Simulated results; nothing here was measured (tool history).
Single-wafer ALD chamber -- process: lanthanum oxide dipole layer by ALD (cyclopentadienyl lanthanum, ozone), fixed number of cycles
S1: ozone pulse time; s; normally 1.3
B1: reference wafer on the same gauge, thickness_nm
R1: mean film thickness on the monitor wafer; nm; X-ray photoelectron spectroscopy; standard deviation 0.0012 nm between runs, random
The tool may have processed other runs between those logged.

{"run": 1, "hour": 0.0, "S1": 1.3, "B1": 0.392, "R1": 0.472}
{"run": 2, "hour": 69.2, "S1": 1.3, "B1": 0.392, "R1": 0.47}
{"run": 3, "hour": 155.0, "S1": 1.3, "B1": 0.392, "R1": 0.468}
{"run": 4, "hour": 237.8, "S1": 1.3, "B1": 0.392, "R1": 0.468}
{"run": 5, "hour": 331.5, "S1": 0.95, "B1": 0.392, "R1": 0.428}
{"run": 6, "hour": 389.0, "S1": 1.56, "B1": 0.392, "R1": 0.478}
{"hour": 413.8, "done": "ozone generator serviced"}
{"run": 7, "hour": 443.0, "S1": 1.56, "B1": 0.392, "R1": 0.486}
{"run": 8, "hour": 480.2, "S1": 1.56, "B1": 0.392, "R1": 0.487}
{"run": 9, "hour": 556.9, "S1": 1.11, "B1": 0.392, "R1": 0.459}
{"run": 10, "hour": 593.9, "S1": 1.11, "B1": 0.392, "R1": 0.456}
{"run": 11, "hour": 642.8, "S1": 1.3, "B1": 0.392, "R1": 0.47}
{"run": 12, "hour": 705.8, "S1": 1.3, "B1": 0.392, "R1": 0.468}
{"run": 13, "hour": 792.3, "S1": 0.92, "B1": 0.392, "R1": 0.428}
{"hour": 844.4, "done": "thermocouple changed; heater temperature recalibrated"}
{"run": 14, "hour": 866.8, "S1": 0.92, "B1": 0.392, "R1": 0.424}
{"run": 15, "hour": 974.3, "S1": 0.92, "B1": 0.392, "R1": 0.419}
{"run": 16, "hour": 1024.1, "S1": 1.44, "B1": 0.392, "R1": 0.469}
{"hour": 1065.4, "done": "gauge calibrated"}
{"run": 17, "hour": 1079.4, "S1": 1.13, "B1": 0.392, "R1": 0.437}
{"hour": 1120.7, "done": "ozone generator serviced"}
{"run": 18, "hour": 1336.2, "S1": 1.7, "B1": 0.392, "R1": 0.49}
{"run": 19, "hour": 1420.3, "S1": 1.7, "B1": 0.392, "R1": 0.49}
{"run": 20, "hour": 1458.5, "S1": 1.3, "B1": 0.392, "R1": 0.468}
{"run": 21, "hour": 1495.2, "S1": 1.3, "B1": 0.392, "R1": 0.467}
{"run": 22, "hour": 1587.9, "S1": 1.51, "B1": 0.392, "R1": 0.476}
{"hour": 1638.3, "done": "showerhead replaced"}
{"hour": 1652.6, "done": "ozone generator serviced"}
{"run": 23, "hour": 1664.7, "S1": 0.94, "B1": 0.392, "R1": 0.435}
{"run": 24, "hour": 1723.7, "S1": 1.75, "B1": 0.392, "R1": 0.492}
{"run": 25, "hour": 1780.4, "S1": 1.8, "B1": 0.392, "R1": 0.495}

The next listed run, before its measurement:
{"run": 26, "hour": 1849.8, "S1": 1.3, "B1": "?", "R1": "?"}

Run 26 measured B1 0.392, R1 0.47 nm.
On a tool with no hidden condition, and with the same random variation, this run would have come out at R1 0.473 nm.
